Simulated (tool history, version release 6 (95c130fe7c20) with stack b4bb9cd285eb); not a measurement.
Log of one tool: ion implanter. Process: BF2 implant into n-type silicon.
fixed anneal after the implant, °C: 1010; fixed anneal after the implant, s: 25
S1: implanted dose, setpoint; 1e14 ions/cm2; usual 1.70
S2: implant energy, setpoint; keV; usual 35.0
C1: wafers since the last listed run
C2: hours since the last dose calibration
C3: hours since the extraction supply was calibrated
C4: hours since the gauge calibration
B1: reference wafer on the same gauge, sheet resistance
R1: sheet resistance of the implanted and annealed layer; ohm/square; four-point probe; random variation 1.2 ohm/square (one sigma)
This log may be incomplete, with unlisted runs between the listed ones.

run 1 day=0.000 | S1=1.55 S2=31.0 | C1=0 C2=1817.5 C3=2398.9 C4=213.5 | B1=627.87 | R1=654.17
run 2 day=0.738 | S1=1.55 S2=31.0 | C1=364 C2=1835.2 C3=2416.6 C4=231.2 | B1=627.82 | R1=654.19
run 3 day=1.371 | S1=1.55 S2=31.0 | C1=312 C2=1850.4 C3=2431.8 C4=246.4 | B1=628.14 | R1=655.21
run 4 day=2.567 | S1=1.47 S2=26.0 | C1=590 C2=1879.1 C3=2460.5 C4=275.1 | B1=627.80 | R1=699.86
run 5 day=3.688 | S1=1.47 S2=26.0 | C1=553 C2=1906.0 C3=2487.4 C4=302.0 | B1=627.24 | R1=704.03
run 6 day=4.421 | S1=1.29 S2=35.0 | C1=362 C2=1923.6 C3=2505.0 C4=319.6 | B1=628.33 | R1=750.34
run 7 day=5.904 | S1=1.29 S2=35.0 | C1=732 C2=1959.2 C3=2540.6 C4=355.2 | B1=628.36 | R1=749.95
run 8 day=7.133 | S1=1.29 S2=35.0 | C1=607 C2=1988.7 C3=2570.1 C4=384.7 | B1=627.74 | R1=749.86
run 9 day=7.675 | S1=1.70 S2=35.0 | C1=267 C2=2001.7 C3=2583.1 C4=397.7 | B1=627.74 | R1=603.49
-- day=8.775 gauge calibrated
-- day=9.100 Faraday cup replaced and dose calibrated
run 10 day=11.967 | S1=1.70 S2=35.0 | C1=1955 C2=68.8 C3=2686.1 C4=76.6 | B1=628.52 | R1=557.43
-- day=12.404 extraction supply calibrated
run 11 day=12.808 | S1=1.70 S2=35.0 | C1=251 C2=89.0 C3=9.7 C4=96.8 | B1=628.09 | R1=556.97
-- day=13.233 Faraday cup replaced and dose calibrated, repeated, since the last time left the tool worse
run 12 day=13.704 | S1=1.95 S2=35.0 | C1=277 C2=11.3 C3=31.2 C4=118.3 | B1=627.95 | R1=524.18
run 13 day=14.212 | S1=1.94 S2=35.0 | C1=251 C2=23.5 C3=43.4 C4=130.5 | B1=628.27 | R1=525.71
run 14 day=15.558 | S1=1.93 S2=46.0 | C1=664 C2=55.8 C3=75.7 C4=162.8 | B1=627.21 | R1=512.23
run 15 day=16.308 | S1=1.29 S2=29.5 | C1=370 C2=73.8 C3=93.7 C4=180.8 | B1=627.81 | R1=749.26
run 16 day=17.267 | S1=1.55 S2=31.0 | C1=473 C2=96.8 C3=116.7 C4=203.8 | B1=628.05 | R1=639.50
run 17 day=18.021 | S1=1.48 S2=35.0 | C1=372 C2=114.9 C3=134.8 C4=221.9 | B1=628.02 | R1=654.25
run 18 day=18.946 | S1=1.70 S2=35.0 | C1=456 C2=137.1 C3=157.0 C4=244.1 | B1=628.28 | R1=586.88
run 19 day=20.388 | S1=1.70 S2=45.5 | C1=712 C2=171.7 C3=191.6 C4=278.7 | B1=628.89 | R1=569.37
run 20 day=21.629 | S1=1.55 S2=31.0 | C1=613 C2=201.5 C3=221.4 C4=308.5 | B1=628.26 | R1=639.68
run 21 day=22.162 | S1=2.03 S2=26.5 | C1=263 C2=214.3 C3=234.2 C4=321.3 | B1=628.36 | R1=520.10
run 22 day=23.588 | S1=1.48 S2=35.0 | C1=703 C2=248.5 C3=268.4 C4=355.5 | B1=628.82 | R1=653.10

Some steps in R1, run to run, broken into two amounts with sign: the step expected even without the hidden condition (settings, incoming material, random variation), and the rest, left for the hidden condition together with whatever gauge scatter is not in both the measured and the hidden-condition-free result:
Unlogged tool condition in this case: deviation of the true dose from the Faraday cup's reading, %; deviation of the true energy from its setpoint, %; gauge reads high (%).
Run 8 -> 9: S1 1.29 -> 1.70. R1 -146.37 ohm/square: hidden state -3.38, all else -142.99.
Run 9 -> 10: gauge calibrated, Faraday cup replaced and dose calibrated. R1 -46.06 ohm/square: hidden state -44.65, all else -1.41.
Run 11 -> 12: S1 1.70 -> 1.95, Faraday cup replaced and dose calibrated, repeated, since the last time left the tool worse. R1 -32.79 ohm/square: hidden state +28.90, all else -61.69.
Run 14 -> 15: S1 1.93 -> 1.29, S2 46.0 -> 29.5. R1 +237.03 ohm/square: hidden state -0.07, all else +237.10.

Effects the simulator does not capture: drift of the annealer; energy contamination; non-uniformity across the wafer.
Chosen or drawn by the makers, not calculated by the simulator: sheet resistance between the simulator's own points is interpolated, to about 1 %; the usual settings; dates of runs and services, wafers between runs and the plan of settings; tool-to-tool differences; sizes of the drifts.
